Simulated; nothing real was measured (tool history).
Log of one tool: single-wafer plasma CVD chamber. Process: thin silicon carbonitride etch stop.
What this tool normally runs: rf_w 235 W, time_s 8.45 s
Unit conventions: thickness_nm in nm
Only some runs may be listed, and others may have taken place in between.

| run | day | rf_w | time_s | wafers since the last listed run | hours since the last thermocouple change | hours since the last RF generator calibration | hours since the showerhead was replaced | hours since the gauge calibration | read-back reference wafer on the same gauge, thickness_nm | thickness_nm |
|---|---|---|---|---|---|---|---|---|---|---|
| 1 | 0.000 | 235 | 8.45 | 0 | 1759.6 | 679.7 | 3077.3 | 264.8 | 6.373 | 5.699 |
| 2 | 1.333 | 215 | 8.45 | 528 | 1791.6 | 711.7 | 3109.3 | 296.8 | 6.362 | 5.524 |
| 3 | 2.458 | 215 | 8.45 | 446 | 1818.6 | 738.7 | 3136.3 | 323.8 | 6.373 | 5.513 |
| 4 | 3.983 | 215 | 8.45 | 604 | 1855.2 | 775.3 | 3172.9 | 360.4 | 6.367 | 5.519 |
| 5 | 6.125 | 235 | 8.45 | 849 | 1906.6 | 826.7 | 3224.3 | 411.8 | 6.379 | 5.652 |
| 6 | 7.671 | 235 | 8.45 | 612 | 1943.7 | 863.8 | 3261.4 | 448.9 | 6.376 | 5.676 |
| 7 | 9.788 | 235 | 8.45 | 839 | 1994.5 | 914.6 | 3312.2 | 499.7 | 6.369 | 5.669 |
| 8 | 12.083 | 235 | 8.45 | 910 | 2049.6 | 969.7 | 3367.3 | 554.8 | 6.374 | 5.618 |
|  | 13.867 | RF generator calibrated |
| 9 | 17.021 | 235 | 8.45 | 1825 | 2168.1 | 75.7 | 3485.8 | 673.3 | 6.373 | 5.666 |
| 10 | 18.646 | 225 | 8.45 | 644 | 2207.1 | 114.7 | 3524.8 | 712.3 | 6.368 | 5.587 |
| 11 | 20.046 | 235 | 9.39 | 555 | 2240.7 | 148.3 | 3558.4 | 745.9 | 6.364 | 6.282 |
|  | 20.846 | thermocouple changed; heater temperature recalibrated |
| 12 | 22.612 | 235 | 9.39 | 885 | 42.4 | 209.9 | 3620.0 | 807.5 | 6.372 | 6.278 |
| 13 | 23.800 | 235 | 7.99 | 470 | 70.9 | 238.4 | 3648.5 | 836.0 | 6.373 | 5.334 |
|  | 24.212 | showerhead replaced |
| 14 | 26.758 | 235 | 7.99 | 1040 | 141.9 | 309.4 | 61.1 | 907.0 | 6.364 | 5.351 |
| 15 | 32.250 | 235 | 8.45 | 2177 | 273.7 | 441.2 | 192.9 | 1038.8 | 6.369 | 5.664 |
| 16 | 33.908 | 235 | 8.45 | 657 | 313.5 | 481.0 | 232.7 | 1078.6 | 6.360 | 5.678 |
| 17 | 36.767 | 275 | 8.45 | 1133 | 382.1 | 549.6 | 301.3 | 1147.2 | 6.364 | 5.894 |
| 18 | 37.779 | 255 | 8.45 | 401 | 406.4 | 573.9 | 325.6 | 1171.5 | 6.371 | 5.794 |
| 19 | 39.817 | 215 | 7.48 | 807 | 455.3 | 622.8 | 374.5 | 1220.4 | 6.370 | 4.899 |
| 20 | 42.512 | 235 | 8.45 | 1068 | 520.0 | 687.5 | 439.2 | 1285.1 | 6.373 | 5.672 |
| 21 | 44.396 | 225 | 8.45 | 746 | 565.2 | 732.7 | 484.4 | 1330.3 | 6.366 | 5.583 |
|  | 45.967 | gauge calibrated |
| 22 | 46.696 | 200 | 8.45 | 911 | 620.4 | 787.9 | 539.6 | 17.5 | 6.366 | 5.390 |
| 23 | 48.600 | 235 | 8.45 | 754 | 666.1 | 833.6 | 585.3 | 63.2 | 6.377 | 5.657 |
| 24 | 51.392 | 280 | 7.97 | 1106 | 733.1 | 900.6 | 652.3 | 130.2 | 6.369 | 5.650 |
| 25 | 54.146 | 210 | 9.54 | 1091 | 799.2 | 966.7 | 718.4 | 196.3 | 6.370 | 6.196 |
|  | 55.667 | RF generator calibrated |
| 26 | 56.121 | 205 | 8.45 | 650 | 846.6 | 10.9 | 765.8 | 243.7 | 6.366 | 5.407 |
| 27 | 57.171 | 190 | 9.80 | 416 | 871.8 | 36.1 | 791.0 | 268.9 | 6.375 | 6.143 |

Predict the results of run 28:
| 28 | 59.967 | 235 | 7.36 | 1108 | 938.9 | 103.2 | 858.1 | 336.0 | ? | ? |

{"run 28": {"read-back reference wafer on the same gauge, thickness_nm": 6.374, "thickness_nm": 4.922}}
Minus the tool's unlogged condition, the same run would have read thickness_nm 4.922 nm.
